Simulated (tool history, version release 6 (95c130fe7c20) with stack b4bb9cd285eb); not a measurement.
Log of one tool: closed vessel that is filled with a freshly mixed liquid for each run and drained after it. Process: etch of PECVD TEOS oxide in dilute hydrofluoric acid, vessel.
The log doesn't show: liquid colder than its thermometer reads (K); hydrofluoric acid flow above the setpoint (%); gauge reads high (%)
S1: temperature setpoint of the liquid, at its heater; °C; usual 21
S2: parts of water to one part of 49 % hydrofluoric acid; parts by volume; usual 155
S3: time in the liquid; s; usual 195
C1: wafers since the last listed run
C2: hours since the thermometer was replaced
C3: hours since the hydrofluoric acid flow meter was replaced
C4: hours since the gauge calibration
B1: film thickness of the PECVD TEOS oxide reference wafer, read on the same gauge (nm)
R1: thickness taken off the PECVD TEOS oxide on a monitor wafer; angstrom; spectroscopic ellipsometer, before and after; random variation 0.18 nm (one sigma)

{"run": 1, "hour": 0.0, "S1": 21, "S2": 155, "S3": 195, "C1": 0, "C2": 1150.6, "C3": 522.4, "C4": 217, "B1": 129.99, "R1": 223.2}
{"run": 2, "hour": 15.0, "S1": 21, "S2": 155, "S3": 195, "C1": 1628, "C2": 1165.6, "C3": 537.4, "C4": 232, "B1": 130, "R1": 225.1}
{"run": 3, "hour": 26.3, "S1": 21, "S2": 155, "S3": 195, "C1": 1227, "C2": 1176.9, "C3": 548.7, "C4": 243.3, "B1": 130.02, "R1": 226.8}
{"run": 4, "hour": 34.9, "S1": 21, "S2": 155, "S3": 195, "C1": 933, "C2": 1185.5, "C3": 557.3, "C4": 251.9, "B1": 130.01, "R1": 224.7}
{"run": 5, "hour": 52.6, "S1": 17.5, "S2": 155, "S3": 195, "C1": 1921, "C2": 1203.2, "C3": 575, "C4": 269.6, "B1": 129.99, "R1": 194.9}
{"run": 6, "hour": 70.3, "S1": 21, "S2": 155, "S3": 195, "C1": 1921, "C2": 1220.9, "C3": 592.7, "C4": 287.3, "B1": 130.01, "R1": 226.6}
{"run": 7, "hour": 81.1, "S1": 21, "S2": 155, "S3": 195, "C1": 1172, "C2": 1231.7, "C3": 603.5, "C4": 298.1, "B1": 129.98, "R1": 223.1}
{"run": 8, "hour": 89.3, "S1": 21, "S2": 155, "S3": 195, "C1": 890, "C2": 1239.9, "C3": 611.7, "C4": 306.3, "B1": 130.01, "R1": 227}
{"run": 9, "hour": 104.2, "S1": 21, "S2": 155, "S3": 230, "C1": 1617, "C2": 1254.8, "C3": 626.6, "C4": 321.2, "B1": 130.02, "R1": 260.4}
{"run": 10, "hour": 119.2, "S1": 21, "S2": 155, "S3": 195, "C1": 1628, "C2": 1269.8, "C3": 641.6, "C4": 336.2, "B1": 130, "R1": 223.1}
{"run": 11, "hour": 133.3, "S1": 21, "S2": 155, "S3": 240, "C1": 1531, "C2": 1283.9, "C3": 655.7, "C4": 350.3, "B1": 130, "R1": 274.8}
{"run": 12, "hour": 139.8, "S1": 19, "S2": 155, "S3": 195, "C1": 705, "C2": 1290.4, "C3": 662.2, "C4": 356.8, "B1": 130, "R1": 204.3}
{"run": 13, "hour": 156.9, "S1": 19, "S2": 155, "S3": 195, "C1": 1856, "C2": 1307.5, "C3": 679.3, "C4": 373.9, "B1": 130.01, "R1": 207}
{"run": 14, "hour": 170.9, "S1": 26, "S2": 215, "S3": 85, "C1": 1520, "C2": 1321.5, "C3": 693.3, "C4": 387.9, "B1": 130.01, "R1": 81.9}
{"run": 15, "hour": 181.6, "S1": 21, "S2": 85, "S3": 115, "C1": 1161, "C2": 1332.2, "C3": 704, "C4": 398.6, "B1": 130.01, "R1": 258.5}
{"run": 16, "hour": 190.0, "S1": 21, "S2": 155, "S3": 195, "C1": 912, "C2": 1340.6, "C3": 712.4, "C4": 407, "B1": 130, "R1": 228.3}
{"run": 17, "hour": 198.7, "S1": 18, "S2": 155, "S3": 195, "C1": 944, "C2": 1349.3, "C3": 721.1, "C4": 415.7, "B1": 130.02, "R1": 199}
{"hour": 208.2, "done": "thermometer replaced"}
{"run": 18, "hour": 208.7, "S1": 21, "S2": 155, "S3": 130, "C1": 977, "C2": 0.5, "C3": 731.1, "C4": 425.7, "B1": 130.01, "R1": 160.7}
{"run": 19, "hour": 223.6, "S1": 21, "S2": 155, "S3": 195, "C1": 1617, "C2": 15.4, "C3": 746, "C4": 440.6, "B1": 130.01, "R1": 241.1}
{"run": 20, "hour": 240.1, "S1": 19.5, "S2": 215, "S3": 195, "C1": 1791, "C2": 31.9, "C3": 762.5, "C4": 457.1, "B1": 130, "R1": 156.2}
{"run": 21, "hour": 251.3, "S1": 25, "S2": 155, "S3": 195, "C1": 1216, "C2": 43.1, "C3": 773.7, "C4": 468.3, "B1": 130.01, "R1": 279.8}
{"hour": 264.4, "done": "gauge calibrated"}
{"run": 22, "hour": 269.2, "S1": 21, "S2": 155, "S3": 105, "C1": 1943, "C2": 61, "C3": 791.6, "C4": 4.8, "B1": 130, "R1": 131.1}
{"run": 23, "hour": 284.0, "S1": 24, "S2": 185, "S3": 245, "C1": 1607, "C2": 75.8, "C3": 806.4, "C4": 19.6, "B1": 129.99, "R1": 278.2}
{"run": 24, "hour": 291.3, "S1": 21, "S2": 155, "S3": 195, "C1": 792, "C2": 83.1, "C3": 813.7, "C4": 26.9, "B1": 129.98, "R1": 243.3}
{"hour": 297.2, "done": "hydrofluoric acid flow meter replaced"}
{"run": 25, "hour": 299.8, "S1": 21, "S2": 155, "S3": 195, "C1": 814, "C2": 91.6, "C3": 2.6, "C4": 35.4, "B1": 129.99, "R1": 230.9}
{"run": 26, "hour": 314.2, "S1": 21, "S2": 155, "S3": 195, "C1": 1563, "C2": 106, "C3": 17, "C4": 49.8, "B1": 129.99, "R1": 233.2}
{"run": 27, "hour": 363.8, "S1": 21, "S2": 155, "S3": 240, "C1": 5385, "C2": 155.6, "C3": 66.6, "C4": 99.4, "B1": 129.99, "R1": 283.4}
{"run": 28, "hour": 372.6, "S1": 22.5, "S2": 155, "S3": 195, "C1": 955, "C2": 164.4, "C3": 75.4, "C4": 108.2, "B1": 129.99, "R1": 246.1}
{"run": 29, "hour": 389.8, "S1": 21, "S2": 235, "S3": 300, "C1": 1867, "C2": 181.6, "C3": 92.6, "C4": 125.4, "B1": 130.01, "R1": 216.3}
{"run": 30, "hour": 396.9, "S1": 24, "S2": 95, "S3": 240, "C1": 770, "C2": 188.7, "C3": 99.7, "C4": 132.5, "B1": 130.01, "R1": 558.5}
{"run": 31, "hour": 408.0, "S1": 18.5, "S2": 155, "S3": 195, "C1": 1205, "C2": 199.8, "C3": 110.8, "C4": 143.6, "B1": 129.97, "R1": 207.8}
{"run": 32, "hour": 414.5, "S1": 21, "S2": 85, "S3": 155, "C1": 705, "C2": 206.3, "C3": 117.3, "C4": 150.1, "B1": 130, "R1": 359.7}
{"run": 33, "hour": 427.0, "S1": 17, "S2": 125, "S3": 195, "C1": 1357, "C2": 218.8, "C3": 129.8, "C4": 162.6, "B1": 129.98, "R1": 250.3}
{"run": 34, "hour": 439.9, "S1": 17.5, "S2": 85, "S3": 125, "C1": 1400, "C2": 231.7, "C3": 142.7, "C4": 175.5, "B1": 129.99, "R1": 251.9}

Forecast each of these 3 alternatives for the next run:
{"run": "A", "hour": 440.6, "S1": 21, "S2": 155, "S3": 195, "C1": 76, "C2": 232.4, "C3": 143.4, "C4": 176.2, "B1": "?", "R1": "?"}
{"run": "B", "hour": 440.6, "S1": 21, "S2": 120, "S3": 195, "C1": 76, "C2": 232.4, "C3": 143.4, "C4": 176.2, "B1": "?", "R1": "?"}
{"run": "C", "hour": 440.6, "S1": 17, "S2": 155, "S3": 195, "C1": 76, "C2": 232.4, "C3": 143.4, "C4": 176.2, "B1": "?", "R1": "?"}

run=A B1=130 R1=230.9
run=B B1=130 R1=309.4
run=C B1=130 R1=196.4
Without the tool's hidden state the same runs would have given:
run=A R1=232.5
run=B R1=311.9
run=C R1=198
